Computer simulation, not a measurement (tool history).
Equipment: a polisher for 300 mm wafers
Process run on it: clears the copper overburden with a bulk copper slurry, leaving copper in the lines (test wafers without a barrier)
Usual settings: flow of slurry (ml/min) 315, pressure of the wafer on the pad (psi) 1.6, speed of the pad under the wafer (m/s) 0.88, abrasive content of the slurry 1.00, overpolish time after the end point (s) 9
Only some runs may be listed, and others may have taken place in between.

| run | hour | flow of slurry (ml/min) | pressure of the wafer on the pad (psi) | speed of the pad under the wafer (m/s) | abrasive content of the slurry | overpolish time after the end point (s) | wafers since the last listed run | wafers polished on this pad | hours since the slurry nozzle was cleaned | hours since the head pressure was calibrated | hours since the slurry blender was calibrated | incoming thickness of the incoming film, nm | time until the end point was called (s) | dishing of a wide line in a test structure (nm) |
|---|---|---|---|---|---|---|---|---|---|---|---|---|---|---|
| 1 | 0.0 | 315 | 1.6 | 0.88 | 1.00 | 9 | 0 | 1664 | 57.6 | 260.4 | 113.7 | 476.5 | 129.1 | 24.0 |
|  | 32.4 | worn pad replaced by a new one |
| 2 | 33.2 | 315 | 1.6 | 0.88 | 1.00 | 9 | 344 | 9 | 90.8 | 293.6 | 146.9 | 481.6 | 115.6 | 24.4 |
|  | 93.6 | slurry blender recalibrated |
|  | 169.1 | worn pad replaced by a new one |
| 3 | 219.0 | 315 | 1.6 | 0.88 | 1.00 | 9 | 2119 | 588 | 276.6 | 479.4 | 125.4 | 485.4 | 123.7 | 23.8 |
| 4 | 265.1 | 315 | 1.6 | 0.88 | 1.00 | 9 | 543 | 1131 | 322.7 | 525.5 | 171.5 | 478.3 | 132.8 | 23.6 |
|  | 295.3 | slurry blender recalibrated |
| 5 | 323.2 | 315 | 1.6 | 0.88 | 1.00 | 9 | 661 | 1792 | 380.8 | 583.6 | 27.9 | 473.1 | 133.6 | 22.7 |
|  | 344.1 | worn pad replaced by a new one |
| 6 | 413.6 | 315 | 1.6 | 0.88 | 1.00 | 9 | 1018 | 819 | 471.2 | 674.0 | 118.3 | 484.2 | 131.4 | 23.4 |
| 7 | 457.1 | 315 | 1.6 | 0.88 | 1.00 | 9 | 512 | 1332 | 514.7 | 717.5 | 161.8 | 473.5 | 129.5 | 22.5 |
|  | 488.0 | head pressure recalibrated |
| 8 | 488.5 | 315 | 1.1 | 0.88 | 1.00 | 9 | 346 | 1678 | 546.1 | 0.5 | 193.2 | 473.1 | 185.5 | 16.1 |
|  | 494.0 | slurry blender recalibrated |
|  | 499.9 | worn pad replaced by a new one |
| 9 | 528.3 | 315 | 1.4 | 0.88 | 1.00 | 9 | 398 | 334 | 585.9 | 40.3 | 34.3 | 476.1 | 138.9 | 21.1 |
| 10 | 553.9 | 315 | 1.6 | 0.88 | 1.00 | 9 | 301 | 636 | 611.5 | 65.9 | 59.9 | 471.8 | 124.8 | 22.4 |
|  | 628.8 | slurry nozzle cleaned |
|  | 641.7 | worn pad replaced by a new one |
| 11 | 642.2 | 365 | 2.0 | 0.88 | 0.75 | 9 | 981 | 6 | 13.4 | 154.2 | 148.2 | 476.6 | 93.0 | 30.4 |
| 12 | 699.5 | 315 | 1.6 | 0.88 | 1.00 | 9 | 675 | 681 | 70.7 | 211.5 | 205.5 | 475.7 | 123.4 | 23.8 |
| 13 | 729.7 | 315 | 1.1 | 0.72 | 1.00 | 7 | 355 | 1037 | 100.9 | 241.7 | 235.7 | 485.3 | 222.0 | 10.6 |
|  | 754.3 | slurry blender recalibrated |
| 14 | 759.1 | 220 | 1.6 | 0.88 | 1.20 | 7 | 322 | 1360 | 130.3 | 271.1 | 4.8 | 477.2 | 127.4 | 18.2 |
|  | 790.5 | worn pad replaced by a new one |
| 15 | 796.1 | 315 | 1.6 | 0.88 | 1.00 | 9 | 388 | 65 | 167.3 | 308.1 | 41.8 | 481.1 | 119.7 | 24.5 |

Consider 5 possible next runs. They are alternatives, not a sequence: every one starts from the tool as it was left by run 15. What does each give?
| A | 796.5 | 315 | 1.6 | 0.60 | 1.00 | 9 | 4 | 70 | 167.7 | 308.5 | 42.2 | 490.5 | ? | ? |
| B | 796.5 | 315 | 1.1 | 0.98 | 1.00 | 9 | 4 | 70 | 167.7 | 308.5 | 42.2 | 490.5 | ? | ? |
| C | 796.5 | 210 | 1.6 | 0.88 | 1.00 | 9 | 4 | 70 | 167.7 | 308.5 | 42.2 | 490.5 | ? | ? |
| D | 796.5 | 275 | 1.6 | 0.88 | 1.00 | 9 | 4 | 70 | 167.7 | 308.5 | 42.2 | 490.5 | ? | ? |
| E | 796.5 | 315 | 1.6 | 0.62 | 1.00 | 11 | 4 | 70 | 167.7 | 308.5 | 42.2 | 490.5 | ? | ? |

| run | time until the end point was called (s) | dishing of a wide line in a test structure (nm) |
|---|---|---|
| A | 176.6 | 17.9 |
| B | 157.3 | 19.6 |
| C | 126.7 | 24.2 |
| D | 122.2 | 25.0 |
| E | 170.9 | 22.2 |
Without the tool's unlogged condition, the same runs would have read:
| run | time until the end point was called (s) | dishing of a wide line in a test structure (nm) |
|---|---|---|
| A | 169.3 | 18.6 |
| B | 150.8 | 20.3 |
| C | 120.9 | 25.3 |
| D | 117.0 | 26.0 |
| E | 163.8 | 23.0 |
